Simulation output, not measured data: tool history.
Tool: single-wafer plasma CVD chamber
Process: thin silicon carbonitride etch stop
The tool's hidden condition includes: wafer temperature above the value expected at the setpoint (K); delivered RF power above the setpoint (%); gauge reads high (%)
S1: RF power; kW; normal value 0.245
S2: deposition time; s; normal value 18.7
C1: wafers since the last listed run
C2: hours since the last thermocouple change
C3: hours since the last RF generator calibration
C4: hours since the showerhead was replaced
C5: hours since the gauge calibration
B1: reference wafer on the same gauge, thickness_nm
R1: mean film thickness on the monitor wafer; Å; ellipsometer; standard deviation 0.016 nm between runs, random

run 1 hour=0 | S1=0.245 S2=18.7 | C1=0 C2=3050.1 C3=1681 C4=4865.8 C5=114.2 | B1=12.507 | R1=102.21
run 2 hour=12.1 | S1=0.28 S2=20.4 | C1=388 C2=3062.2 C3=1693.1 C4=4877.9 C5=126.3 | B1=12.503 | R1=116.38
run 3 hour=29.3 | S1=0.245 S2=18.7 | C1=552 C2=3079.4 C3=1710.3 C4=4895.1 C5=143.5 | B1=12.497 | R1=102.09
run 4 hour=43.3 | S1=0.245 S2=18.7 | C1=449 C2=3093.4 C3=1724.3 C4=4909.1 C5=157.5 | B1=12.495 | R1=102.38
run 5 hour=51.2 | S1=0.225 S2=18.7 | C1=253 C2=3101.3 C3=1732.2 C4=4917 C5=165.4 | B1=12.505 | R1=99.22
run 6 hour=67.5 | S1=0.255 S2=18.7 | C1=523 C2=3117.6 C3=1748.5 C4=4933.3 C5=181.7 | B1=12.497 | R1=103.18
run 7 hour=80.4 | S1=0.255 S2=18.7 | C1=414 C2=3130.5 C3=1761.4 C4=4946.2 C5=194.6 | B1=12.498 | R1=103.69
run 8 hour=87.5 | S1=0.255 S2=18.7 | C1=227 C2=3137.6 C3=1768.5 C4=4953.3 C5=201.7 | B1=12.497 | R1=103.52
run 9 hour=100.2 | S1=0.215 S2=18.7 | C1=407 C2=3150.3 C3=1781.2 C4=4966 C5=214.4 | B1=12.504 | R1=98.17
run 10 hour=115.7 | S1=0.215 S2=18.7 | C1=497 C2=3165.8 C3=1796.7 C4=4981.5 C5=229.9 | B1=12.497 | R1=97.97
run 11 hour=122.6 | S1=0.215 S2=18.7 | C1=221 C2=3172.7 C3=1803.6 C4=4988.4 C5=236.8 | B1=12.502 | R1=98.04
-- hour=130.3 gauge calibrated
run 12 hour=139 | S1=0.245 S2=17.8 | C1=526 C2=3189.1 C3=1820 C4=5004.8 C5=8.7 | B1=12.505 | R1=97.22
-- hour=148.9 RF generator calibrated
run 13 hour=154.8 | S1=0.245 S2=18.7 | C1=250 C2=3204.9 C3=5.9 C4=5020.6 C5=24.5 | B1=12.494 | R1=104.71
run 14 hour=167.7 | S1=0.245 S2=18.7 | C1=414 C2=3217.8 C3=18.8 C4=5033.5 C5=37.4 | B1=12.497 | R1=104.88
run 15 hour=179.8 | S1=0.245 S2=18.7 | C1=388 C2=3229.9 C3=30.9 C4=5045.6 C5=49.5 | B1=12.499 | R1=104.75
run 16 hour=196.8 | S1=0.245 S2=21.1 | C1=545 C2=3246.9 C3=47.9 C4=5062.6 C5=66.5 | B1=12.498 | R1=117.59
run 17 hour=209.7 | S1=0.23 S2=17.7 | C1=414 C2=3259.8 C3=60.8 C4=5075.5 C5=79.4 | B1=12.502 | R1=97.11
run 18 hour=216 | S1=0.27 S2=20 | C1=202 C2=3266.1 C3=67.1 C4=5081.8 C5=85.7 | B1=12.502 | R1=114.93
run 19 hour=229.1 | S1=0.255 S2=18.7 | C1=420 C2=3279.2 C3=80.2 C4=5094.9 C5=98.8 | B1=12.505 | R1=105.83
run 20 hour=235.6 | S1=0.245 S2=18.7 | C1=208 C2=3285.7 C3=86.7 C4=5101.4 C5=105.3 | B1=12.507 | R1=104.45
-- hour=253.7 thermocouple changed; heater temperature recalibrated
run 21 hour=254.2 | S1=0.285 S2=16.1 | C1=340 C2=0.5 C3=105.3 C4=5120 C5=123.9 | B1=12.504 | R1=94.07
run 22 hour=258.1 | S1=0.245 S2=18.7 | C1=125 C2=4.4 C3=109.2 C4=5123.9 C5=127.8 | B1=12.5 | R1=104.39
run 23 hour=275.2 | S1=0.245 S2=17.8 | C1=548 C2=21.5 C3=126.3 C4=5141 C5=144.9 | B1=12.503 | R1=99.54
-- hour=290.5 showerhead replaced, of another model than before
run 24 hour=291 | S1=0.245 S2=18.7 | C1=250 C2=37.3 C3=142.1 C4=0.5 C5=160.7 | B1=12.5 | R1=104.44
run 25 hour=305.4 | S1=0.28 S2=18.7 | C1=462 C2=51.7 C3=156.5 C4=14.9 C5=175.1 | B1=12.505 | R1=107.86
run 26 hour=322.9 | S1=0.245 S2=16.8 | C1=561 C2=69.2 C3=174 C4=32.4 C5=192.6 | B1=12.497 | R1=93.66
run 27 hour=335.7 | S1=0.245 S2=18.7 | C1=410 C2=82 C3=186.8 C4=45.2 C5=205.4 | B1=12.501 | R1=104.29
run 28 hour=343.7 | S1=0.29 S2=16.8 | C1=256 C2=90 C3=194.8 C4=53.2 C5=213.4 | B1=12.5 | R1=97.89
-- hour=350 gauge calibrated
run 29 hour=354 | S1=0.22 S2=15.6 | C1=330 C2=100.3 C3=205.1 C4=63.5 C5=4 | B1=12.502 | R1=84.9
run 30 hour=364.3 | S1=0.23 S2=18.7 | C1=330 C2=110.6 C3=215.4 C4=73.8 C5=14.3 | B1=12.505 | R1=102.93
run 31 hour=374 | S1=0.265 S2=18.7 | C1=311 C2=120.3 C3=225.1 C4=83.5 C5=24 | B1=12.5 | R1=106.73
run 32 hour=388.9 | S1=0.295 S2=17.5 | C1=478 C2=135.2 C3=240 C4=98.4 C5=38.9 | B1=12.5 | R1=102.03

How the hidden state differs across the entries between the runs, from the last listed run before each to the first after it:
Run 11 -> run 12: gauge calibrated (hour 130.3)
  delivered RF power above the setpoint (%): -8.74 -> -8.81
  measured value less the no-hidden-state value, R1: -2.8 -> -2.79 Å
Run 12 -> run 13: RF generator calibrated (hour 148.9)
  delivered RF power above the setpoint (%): -8.81 -> -1.27
  measured value less the no-hidden-state value, R1: -2.79 -> -0.41 Å
Run 20 -> run 21: thermocouple changed; heater temperature recalibrated (hour 253.7)
  delivered RF power above the setpoint (%): -1.65 -> -1.73
  measured value less the no-hidden-state value, R1: -0.53 -> -0.51 Å
Run 23 -> run 24: showerhead replaced, of another model than before (hour 290.5)
  delivered RF power above the setpoint (%): -1.83 -> -1.9
  measured value less the no-hidden-state value, R1: -0.57 -> -0.48 Å
Run 28 -> run 29: gauge calibrated (hour 350)
  delivered RF power above the setpoint (%): -2.15 -> -2.2
  measured value less the no-hidden-state value, R1: -0.51 -> -0.45 Å
